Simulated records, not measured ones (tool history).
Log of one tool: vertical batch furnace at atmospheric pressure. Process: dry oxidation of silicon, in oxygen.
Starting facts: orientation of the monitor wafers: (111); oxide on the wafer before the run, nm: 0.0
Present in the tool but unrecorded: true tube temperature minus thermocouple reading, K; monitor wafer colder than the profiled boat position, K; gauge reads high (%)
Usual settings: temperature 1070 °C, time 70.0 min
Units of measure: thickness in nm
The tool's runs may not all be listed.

run,hour,temperature,time,wafers since the last listed run,hours since the last temperature calibration,hours since the boat lift was adjusted,hours since the gauge calibration,"read-back reference wafer on the same gauge, thickness",thickness
1,0.0,1070,56.5,0,456.7,561.6,1019.2,95.12,94.02
2,52.3,1070,56.5,443,509.0,613.9,1071.5,95.12,92.97
3,135.2,1070,56.5,702,591.9,696.8,1154.4,95.19,93.69
4,175.1,1070,70.0,338,631.8,736.7,1194.3,95.00,107.10
5,219.7,1070,70.0,378,676.4,781.3,1238.9,95.08,106.31
6,256.5,1070,70.0,311,713.2,818.1,1275.7,95.01,106.83
7,315.3,1070,70.0,498,772.0,876.9,1334.5,94.65,107.41
8,401.8,1070,70.0,733,858.5,963.4,1421.0,94.96,107.81
9,463.4,1086,48.0,522,920.1,1025.0,1482.6,94.97,94.62
10,501.7,1086,48.0,324,958.4,1063.3,1520.9,94.75,95.40
11,543.5,1070,87.5,354,1000.2,1105.1,1562.7,95.30,122.47
12,595.7,1070,70.0,442,1052.4,1157.3,1614.9,94.90,106.68
13,689.4,1070,70.0,794,1146.1,1251.0,1708.6,95.00,107.95
14,767.5,1070,70.0,662,1224.2,1329.1,1786.7,94.95,109.50
15,811.6,1082,57.0,373,1268.3,1373.2,1830.8,95.09,103.21
16,915.2,1082,57.0,878,1371.9,1476.8,1934.4,94.93,103.22
17,957.6,1085,40.0,359,1414.3,1519.2,1976.8,95.05,84.78
18,1021.8,1070,70.0,544,1478.5,1583.4,2041.0,95.05,108.60
19,1085.3,1070,70.0,538,1542.0,1646.9,2104.5,94.87,108.45
20,1177.1,1088,36.0,778,1633.8,1738.7,2196.3,94.75,80.71
# hour 1235.8: boat lift adjusted
21,1257.4,1070,98.5,477,1714.1,21.6,2276.6,94.84,132.69
22,1321.6,1095,52.5,544,1778.3,85.8,2340.8,95.33,106.86
23,1423.5,1063,70.0,863,1880.2,187.7,2442.7,94.99,104.96
24,1482.2,1091,46.5,497,1938.9,246.4,2501.4,95.12,98.88
# hour 1508.0: gauge calibrated
# hour 1579.6: thermocouples replaced and temperature profile calibrated
25,1583.2,1070,70.0,652,3.6,347.4,75.2,94.88,106.45
26,1647.7,1053,86.5,546,68.1,411.9,139.7,95.10,108.83
27,1714.1,1089,36.5,562,134.5,478.3,206.1,94.90,80.20
28,1810.9,1089,42.0,820,231.3,575.1,302.9,94.75,88.08
29,1857.6,1078,95.0,395,278.0,621.8,349.6,95.35,135.19
30,1933.9,1086,36.5,646,354.3,698.1,425.9,94.88,78.15
31,2013.5,1070,70.0,674,433.9,777.7,505.5,94.78,107.02
32,2079.5,1050,35.5,559,499.9,843.7,571.5,95.04,61.27
33,2161.5,1080,96.0,695,581.9,925.7,653.5,95.23,138.86
34,2259.4,1070,70.0,829,679.8,1023.6,751.4,95.06,106.19
35,2348.3,1047,70.0,753,768.7,1112.5,840.3,95.03,93.24
36,2393.3,1070,56.5,381,813.7,1157.5,885.3,94.85,93.09
37,2462.1,1070,54.0,583,882.5,1226.3,954.1,95.32,91.07
38,2555.2,1070,105.0,789,975.6,1319.4,1047.2,95.16,137.33

Forecast each of these 5 alternatives for the next run:
A,2559.9,1070,70.0,39,980.3,1324.1,1051.9,?,?
B,2559.9,1046,81.0,39,980.3,1324.1,1051.9,?,?
C,2559.9,1083,70.0,39,980.3,1324.1,1051.9,?,?
D,2559.9,1048,61.0,39,980.3,1324.1,1051.9,?,?
E,2559.9,1085,70.0,39,980.3,1324.1,1051.9,?,?

run,"read-back reference wafer on the same gauge, thickness",thickness
A,94.98,107.10
B,94.98,101.67
C,94.98,116.50
D,94.98,86.01
E,94.98,118.07
Take away the tool's hidden state, keep each run's random variation, and the runs would have read:
run,thickness
A,105.34
B,100.12
C,114.45
D,84.68
E,115.98
